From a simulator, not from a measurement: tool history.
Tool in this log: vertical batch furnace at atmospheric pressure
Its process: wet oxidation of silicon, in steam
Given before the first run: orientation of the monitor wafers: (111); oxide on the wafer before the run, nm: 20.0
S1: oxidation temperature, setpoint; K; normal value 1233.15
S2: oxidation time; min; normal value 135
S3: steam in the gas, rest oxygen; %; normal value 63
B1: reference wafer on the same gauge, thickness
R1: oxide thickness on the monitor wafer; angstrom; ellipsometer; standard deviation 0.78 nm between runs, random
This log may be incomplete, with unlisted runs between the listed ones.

{"run": 1, "hour": 0.0, "S1": 1233.15, "S2": 135, "S3": 63, "B1": 498.98, "R1": 4945.4}
{"run": 2, "hour": 66.9, "S1": 1233.15, "S2": 135, "S3": 63, "B1": 498.89, "R1": 4922.3}
{"run": 3, "hour": 95.8, "S1": 1233.15, "S2": 135, "S3": 63, "B1": 499.25, "R1": 4915.1}
{"run": 4, "hour": 156.5, "S1": 1233.15, "S2": 135, "S3": 63, "B1": 498.68, "R1": 4924.7}
{"run": 5, "hour": 212.3, "S1": 1233.15, "S2": 135, "S3": 63, "B1": 499.09, "R1": 4891.3}
{"run": 6, "hour": 282.8, "S1": 1233.15, "S2": 135, "S3": 63, "B1": 498.7, "R1": 5156.2}
{"run": 7, "hour": 342.2, "S1": 1233.15, "S2": 135, "S3": 63, "B1": 499.32, "R1": 4977.4}
{"run": 8, "hour": 359.9, "S1": 1233.15, "S2": 135, "S3": 63, "B1": 498.77, "R1": 4984.6}
{"run": 9, "hour": 422.7, "S1": 1209.15, "S2": 112, "S3": 53, "B1": 498.8, "R1": 3331.2}
{"run": 10, "hour": 470.6, "S1": 1221.15, "S2": 135, "S3": 68, "B1": 498.94, "R1": 4852.6}
{"run": 11, "hour": 534.4, "S1": 1252.15, "S2": 104, "S3": 67, "B1": 499.32, "R1": 4936.7}
{"run": 12, "hour": 580.1, "S1": 1233.15, "S2": 135, "S3": 72, "B1": 499.13, "R1": 5425.4}
{"run": 13, "hour": 628.1, "S1": 1233.15, "S2": 135, "S3": 73, "B1": 498.8, "R1": 5459.6}
{"run": 14, "hour": 757.2, "S1": 1233.15, "S2": 135, "S3": 63, "B1": 498.81, "R1": 4985.8}
{"run": 15, "hour": 812.4, "S1": 1233.15, "S2": 135, "S3": 63, "B1": 498.9, "R1": 4973.3}

Removed from this log: 3 entries logged between the listed runs. Between which two listed runs does each belong, and how does the tool's hidden state at the listed run before it compare with that at the listed run after it?
Between runs 5 and 6: steam generator serviced (hour 274.7)
  true tube temperature minus thermocouple reading, K: 5.41 -> 5.52; steam share off its setpoint, % of the setpoint: -7.74 -> -0.204
  measured value less the no-hidden-state value, R1: -84.7 -> +167.1 angstrom
Between runs 6 and 7: thermocouples replaced and temperature profile calibrated (hour 341.7)
  true tube temperature minus thermocouple reading, K: 5.52 -> 0.0735; steam share off its setpoint, % of the setpoint: -0.204 -> -0.216
  measured value less the no-hidden-state value, R1: +167.1 -> -4.5 angstrom
Between runs 8 and 9: gauge calibrated (hour 364.3)
  true tube temperature minus thermocouple reading, K: 0.101 -> 0.198; steam share off its setpoint, % of the setpoint: -0.222 -> -0.259
  measured value less the no-hidden-state value, R1: -3.8 -> -1 angstrom

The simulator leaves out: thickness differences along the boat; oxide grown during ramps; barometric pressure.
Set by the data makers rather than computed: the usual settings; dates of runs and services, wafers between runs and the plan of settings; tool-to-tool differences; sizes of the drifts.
